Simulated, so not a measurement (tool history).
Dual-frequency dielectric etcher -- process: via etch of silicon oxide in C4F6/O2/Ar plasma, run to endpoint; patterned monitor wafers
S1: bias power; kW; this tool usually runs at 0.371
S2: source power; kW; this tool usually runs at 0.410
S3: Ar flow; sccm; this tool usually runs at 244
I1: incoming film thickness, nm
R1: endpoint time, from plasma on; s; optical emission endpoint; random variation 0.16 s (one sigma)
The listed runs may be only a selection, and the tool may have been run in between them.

run 1 hour=0.0 | S1=0.371 S2=0.410 S3=244 | I1=199.4 | R1=49.7
run 2 hour=15.2 | S1=0.371 S2=0.410 S3=244 | I1=202.8 | R1=50.3
run 3 hour=32.2 | S1=0.371 S2=0.410 S3=244 | I1=201.5 | R1=50.1
run 4 hour=38.8 | S1=0.371 S2=0.410 S3=244 | I1=202.2 | R1=50.1
run 5 hour=45.9 | S1=0.371 S2=0.410 S3=244 | I1=202.7 | R1=50.2
run 6 hour=57.8 | S1=0.371 S2=0.410 S3=244 | I1=201.7 | R1=49.7
run 7 hour=72.1 | S1=0.318 S2=0.410 S3=244 | I1=202.7 | R1=52.1
run 8 hour=86.7 | S1=0.318 S2=0.410 S3=244 | I1=202.7 | R1=51.8
run 9 hour=93.1 | S1=0.371 S2=0.410 S3=244 | I1=203.5 | R1=50.2
run 10 hour=105.7 | S1=0.371 S2=0.410 S3=244 | I1=203.2 | R1=50.1
-- hour=135.5 wet clean of the chamber
run 11 hour=136.0 | S1=0.302 S2=0.410 S3=244 | I1=203.0 | R1=54.7
run 12 hour=136.3 | S1=0.371 S2=0.410 S3=244 | I1=199.3 | R1=51.2
-- hour=140.3 source power generator calibrated
run 13 hour=140.7 | S1=0.371 S2=0.410 S3=228 | I1=204.8 | R1=52.0
-- hour=159.3 bias power generator calibrated
-- hour=182.7 upper electrode replaced
run 14 hour=183.2 | S1=0.436 S2=0.370 S3=294 | I1=201.2 | R1=52.6
run 15 hour=183.6 | S1=0.371 S2=0.340 S3=260 | I1=203.5 | R1=56.2
run 16 hour=183.9 | S1=0.371 S2=0.410 S3=244 | I1=202.0 | R1=51.3
run 17 hour=193.2 | S1=0.371 S2=0.410 S3=244 | I1=202.0 | R1=51.4
-- hour=208.6 Ar flow controller replaced
run 18 hour=209.1 | S1=0.371 S2=0.410 S3=244 | I1=202.5 | R1=51.7
run 19 hour=219.1 | S1=0.282 S2=0.360 S3=266 | I1=202.5 | R1=59.0

For run 20, what comes out?
run 20 hour=234.0 | S1=0.281 S2=0.410 S3=244 | I1=202.9 | R1=?

Logged for run 20: R1 55.1 s.
With no hidden state in the tool, this same run would have given R1 55.7 s.
